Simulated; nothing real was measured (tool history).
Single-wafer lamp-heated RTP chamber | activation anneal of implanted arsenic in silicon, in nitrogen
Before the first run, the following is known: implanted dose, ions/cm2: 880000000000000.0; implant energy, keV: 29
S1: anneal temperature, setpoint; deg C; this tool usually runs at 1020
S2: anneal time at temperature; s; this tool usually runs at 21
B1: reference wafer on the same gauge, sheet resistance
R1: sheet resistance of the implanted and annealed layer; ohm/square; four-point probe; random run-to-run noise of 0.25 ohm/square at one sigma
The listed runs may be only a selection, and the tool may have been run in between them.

| run | hour | S1 | S2 | B1 | R1 |
|---|---|---|---|---|---|
| 1 | 0.0 | 1027 | 21 | 106.95 | 124.45 |
| 2 | 8.2 | 1020 | 21 | 107.03 | 125.56 |
| 3 | 19.7 | 1020 | 21 | 106.92 | 124.85 |
| 4 | 35.3 | 1020 | 21 | 107.05 | 124.83 |
| 5 | 52.9 | 1001 | 21 | 106.91 | 126.15 |
| 6 | 59.0 | 1001 | 21 | 106.98 | 126.31 |
| 7 | 75.7 | 1020 | 12 | 106.95 | 127.66 |
| 8 | 88.0 | 1020 | 12 | 107.04 | 127.62 |
|  | 103.8 | gauge calibrated |
|  | 121.7 | reflector plate cleaned |
| 9 | 132.8 | 1020 | 21 | 106.97 | 124.35 |
| 10 | 144.6 | 1020 | 21 | 106.97 | 124.50 |
| 11 | 160.7 | 1020 | 27 | 106.90 | 123.45 |
| 12 | 177.4 | 1031 | 21 | 107.02 | 123.05 |
| 13 | 184.5 | 1031 | 21 | 106.93 | 123.23 |
| 14 | 195.3 | 1028 | 24 | 106.91 | 122.98 |
| 15 | 205.3 | 1005 | 15 | 107.00 | 127.61 |
| 16 | 218.3 | 1047 | 21 | 106.92 | 120.88 |
| 17 | 232.0 | 1009 | 21 | 106.91 | 125.55 |
| 18 | 248.9 | 1020 | 21 | 107.06 | 124.39 |
| 19 | 259.2 | 1020 | 12 | 107.13 | 126.92 |
|  | 274.9 | pyrometer window cleaned and pyrometer calibrated |
| 20 | 275.4 | 999 | 27 | 107.04 | 126.60 |
| 21 | 286.2 | 1020 | 30 | 106.88 | 123.60 |
|  | 292.7 | gauge calibrated |
| 22 | 293.7 | 1007 | 30 | 107.04 | 124.86 |
| 23 | 300.7 | 1020 | 21 | 107.02 | 125.09 |
| 24 | 314.1 | 1020 | 21 | 107.00 | 124.87 |
| 25 | 330.7 | 1030 | 18 | 106.97 | 125.01 |
| 26 | 346.1 | 1020 | 21 | 106.93 | 124.74 |

Forecast each of these 4 alternatives for the next run:
| A | 346.5 | 1020 | 32 | ? | ? |
| B | 346.5 | 1035 | 32 | ? | ? |
| C | 346.5 | 1020 | 26 | ? | ? |
| D | 346.5 | 992 | 29 | ? | ? |

| run | B1 | R1 |
|---|---|---|
| A | 106.96 | 122.41 |
| B | 106.96 | 120.63 |
| C | 106.96 | 123.47 |
| D | 106.96 | 125.97 |
Take away the tool's hidden state, keep each run's random variation, and the runs would have read:
| run | R1 |
|---|---|
| A | 123.25 |
| B | 121.54 |
| C | 124.27 |
| D | 126.86 |
